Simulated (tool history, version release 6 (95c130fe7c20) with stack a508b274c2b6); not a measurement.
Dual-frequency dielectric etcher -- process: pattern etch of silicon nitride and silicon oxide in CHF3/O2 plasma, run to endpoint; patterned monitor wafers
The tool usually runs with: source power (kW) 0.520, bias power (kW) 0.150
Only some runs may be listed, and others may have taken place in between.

run,day,source power (kW),bias power (kW),"incoming incoming film thickness, nm",endpoint time (s)
1,0.000,0.470,0.150,257.7,198.2
2,0.917,0.470,0.150,257.8,200.3
3,2.008,0.490,0.150,259.5,199.7
4,3.021,0.460,0.166,258.5,193.2
5,3.925,0.460,0.166,257.1,194.0
6,4.771,0.520,0.150,257.4,194.2
7,5.317,0.520,0.150,255.2,194.1
8,6.350,0.520,0.150,258.7,198.1
9,7.562,0.600,0.126,257.5,207.3
10,8.604,0.550,0.142,254.3,197.8
11,9.529,0.550,0.142,259.7,201.8
12,10.283,0.520,0.150,258.1,199.4
# day 11.904: upper electrode replaced
13,11.925,0.520,0.150,257.8,199.8
14,12.558,0.570,0.173,260.1,181.8
# day 14.054: source power generator calibrated
15,14.075,0.570,0.182,258.1,179.3
16,15.158,0.610,0.161,257.7,181.1
# day 16.746: wet clean of the chamber
17,16.767,0.520,0.150,258.4,189.0
18,17.412,0.520,0.165,257.5,178.9
# day 18.692: bias power generator calibrated
19,18.712,0.480,0.173,255.6,177.9
20,19.504,0.580,0.169,259.0,171.5
21,20.904,0.460,0.132,257.7,211.8
22,22.321,0.520,0.150,257.8,188.5
23,22.950,0.600,0.116,259.5,210.6
24,24.388,0.650,0.121,258.7,200.9
25,24.962,0.570,0.164,257.1,177.1
26,25.854,0.470,0.150,259.0,197.6
27,26.808,0.580,0.176,258.7,172.1

Predict each of these 5 candidate next runs independently; none follows another, all start after run 27:
A,26.829,0.450,0.150,255.9,?
B,26.829,0.450,0.180,255.9,?
C,26.829,0.420,0.161,255.9,?
D,26.829,0.600,0.131,255.9,?
E,26.829,0.430,0.168,255.9,?

run,endpoint time (s)
A,198.3
B,181.1
C,195.0
D,195.1
E,189.7
Had the tool no hidden state, the same runs would have come out as:
run,endpoint time (s)
A,195.5
B,178.6
C,192.4
D,192.5
E,187.1
